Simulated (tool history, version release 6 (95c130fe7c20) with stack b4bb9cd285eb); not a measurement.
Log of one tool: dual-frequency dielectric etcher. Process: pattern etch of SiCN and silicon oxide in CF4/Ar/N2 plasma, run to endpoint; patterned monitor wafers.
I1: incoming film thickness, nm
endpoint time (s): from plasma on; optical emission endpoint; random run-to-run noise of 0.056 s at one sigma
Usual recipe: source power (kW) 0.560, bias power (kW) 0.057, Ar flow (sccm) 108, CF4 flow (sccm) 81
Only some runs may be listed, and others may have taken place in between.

run 1 day=0.000 | source_power_(kW)=0.560 bias_power_(kW)=0.057 Ar_flow_(sccm)=108 CF4_flow_(sccm)=73 | I1=14.82 | endpoint_time_(s)=14.4
run 2 day=1.475 | source_power_(kW)=0.560 bias_power_(kW)=0.057 Ar_flow_(sccm)=108 CF4_flow_(sccm)=73 | I1=14.84 | endpoint_time_(s)=14.4
run 3 day=4.383 | source_power_(kW)=0.560 bias_power_(kW)=0.057 Ar_flow_(sccm)=108 CF4_flow_(sccm)=81 | I1=14.67 | endpoint_time_(s)=13.9
run 4 day=5.762 | source_power_(kW)=0.560 bias_power_(kW)=0.057 Ar_flow_(sccm)=108 CF4_flow_(sccm)=81 | I1=14.95 | endpoint_time_(s)=14.0
run 5 day=7.762 | source_power_(kW)=0.560 bias_power_(kW)=0.063 Ar_flow_(sccm)=108 CF4_flow_(sccm)=81 | I1=14.71 | endpoint_time_(s)=13.3
run 6 day=9.442 | source_power_(kW)=0.560 bias_power_(kW)=0.061 Ar_flow_(sccm)=108 CF4_flow_(sccm)=81 | I1=14.80 | endpoint_time_(s)=13.5
run 7 day=10.962 | source_power_(kW)=0.600 bias_power_(kW)=0.057 Ar_flow_(sccm)=108 CF4_flow_(sccm)=81 | I1=14.77 | endpoint_time_(s)=13.0
run 8 day=12.650 | source_power_(kW)=0.600 bias_power_(kW)=0.057 Ar_flow_(sccm)=108 CF4_flow_(sccm)=81 | I1=14.84 | endpoint_time_(s)=12.9
run 9 day=14.771 | source_power_(kW)=0.560 bias_power_(kW)=0.057 Ar_flow_(sccm)=119 CF4_flow_(sccm)=81 | I1=14.79 | endpoint_time_(s)=13.7
-- day=17.554 wet clean of the chamber
run 10 day=17.575 | source_power_(kW)=0.560 bias_power_(kW)=0.057 Ar_flow_(sccm)=119 CF4_flow_(sccm)=81 | I1=14.90 | endpoint_time_(s)=14.3
run 11 day=20.042 | source_power_(kW)=0.560 bias_power_(kW)=0.057 Ar_flow_(sccm)=119 CF4_flow_(sccm)=81 | I1=14.63 | endpoint_time_(s)=13.8
run 12 day=28.050 | source_power_(kW)=0.560 bias_power_(kW)=0.057 Ar_flow_(sccm)=108 CF4_flow_(sccm)=81 | I1=14.91 | endpoint_time_(s)=13.6
-- day=29.600 Ar flow controller replaced
-- day=32.533 CF4 flow controller replaced
-- day=32.992 wet clean of the chamber
-- day=33.217 bias power generator calibrated
-- day=33.762 upper electrode replaced
run 13 day=33.783 | source_power_(kW)=0.560 bias_power_(kW)=0.057 Ar_flow_(sccm)=95 CF4_flow_(sccm)=70 | I1=14.76 | endpoint_time_(s)=14.1
run 14 day=34.817 | source_power_(kW)=0.650 bias_power_(kW)=0.071 Ar_flow_(sccm)=108 CF4_flow_(sccm)=81 | I1=14.81 | endpoint_time_(s)=11.9
run 15 day=37.733 | source_power_(kW)=0.560 bias_power_(kW)=0.057 Ar_flow_(sccm)=108 CF4_flow_(sccm)=81 | I1=14.90 | endpoint_time_(s)=14.1
-- day=38.996 source power generator calibrated
run 16 day=39.729 | source_power_(kW)=0.560 bias_power_(kW)=0.057 Ar_flow_(sccm)=125 CF4_flow_(sccm)=81 | I1=14.73 | endpoint_time_(s)=14.1
run 17 day=41.958 | source_power_(kW)=0.650 bias_power_(kW)=0.071 Ar_flow_(sccm)=108 CF4_flow_(sccm)=81 | I1=15.03 | endpoint_time_(s)=11.9
run 18 day=43.121 | source_power_(kW)=0.560 bias_power_(kW)=0.048 Ar_flow_(sccm)=134 CF4_flow_(sccm)=81 | I1=14.67 | endpoint_time_(s)=14.8
run 19 day=47.121 | source_power_(kW)=0.560 bias_power_(kW)=0.066 Ar_flow_(sccm)=108 CF4_flow_(sccm)=81 | I1=14.73 | endpoint_time_(s)=12.9
run 20 day=49.475 | source_power_(kW)=0.560 bias_power_(kW)=0.047 Ar_flow_(sccm)=120 CF4_flow_(sccm)=100 | I1=14.92 | endpoint_time_(s)=14.0
-- day=52.033 wet clean of the chamber
run 21 day=52.054 | source_power_(kW)=0.560 bias_power_(kW)=0.044 Ar_flow_(sccm)=126 CF4_flow_(sccm)=81 | I1=14.80 | endpoint_time_(s)=15.6
run 22 day=53.196 | source_power_(kW)=0.560 bias_power_(kW)=0.057 Ar_flow_(sccm)=116 CF4_flow_(sccm)=81 | I1=14.71 | endpoint_time_(s)=14.1
run 23 day=55.358 | source_power_(kW)=0.560 bias_power_(kW)=0.057 Ar_flow_(sccm)=134 CF4_flow_(sccm)=100 | I1=14.81 | endpoint_time_(s)=14.0
run 24 day=58.271 | source_power_(kW)=0.650 bias_power_(kW)=0.057 Ar_flow_(sccm)=131 CF4_flow_(sccm)=68 | I1=14.85 | endpoint_time_(s)=13.3

What if the next run were any one of these 4? Each begins from the tool's condition after run 24:
run A day=58.288 | source_power_(kW)=0.560 bias_power_(kW)=0.057 Ar_flow_(sccm)=108 CF4_flow_(sccm)=65 | I1=14.70 | endpoint_time_(s)=?
run B day=58.288 | source_power_(kW)=0.670 bias_power_(kW)=0.061 Ar_flow_(sccm)=92 CF4_flow_(sccm)=66 | I1=14.70 | endpoint_time_(s)=?
run C day=58.288 | source_power_(kW)=0.690 bias_power_(kW)=0.045 Ar_flow_(sccm)=85 CF4_flow_(sccm)=81 | I1=14.70 | endpoint_time_(s)=?
run D day=58.288 | source_power_(kW)=0.510 bias_power_(kW)=0.044 Ar_flow_(sccm)=127 CF4_flow_(sccm)=75 | I1=14.70 | endpoint_time_(s)=?

run=A endpoint_time_(s)=14.3
run=B endpoint_time_(s)=12.1
run=C endpoint_time_(s)=12.2
run=D endpoint_time_(s)=16.4
Without the tool's hidden state the same runs would have given:
run=A endpoint_time_(s)=14.5
run=B endpoint_time_(s)=12.3
run=C endpoint_time_(s)=12.4
run=D endpoint_time_(s)=16.6
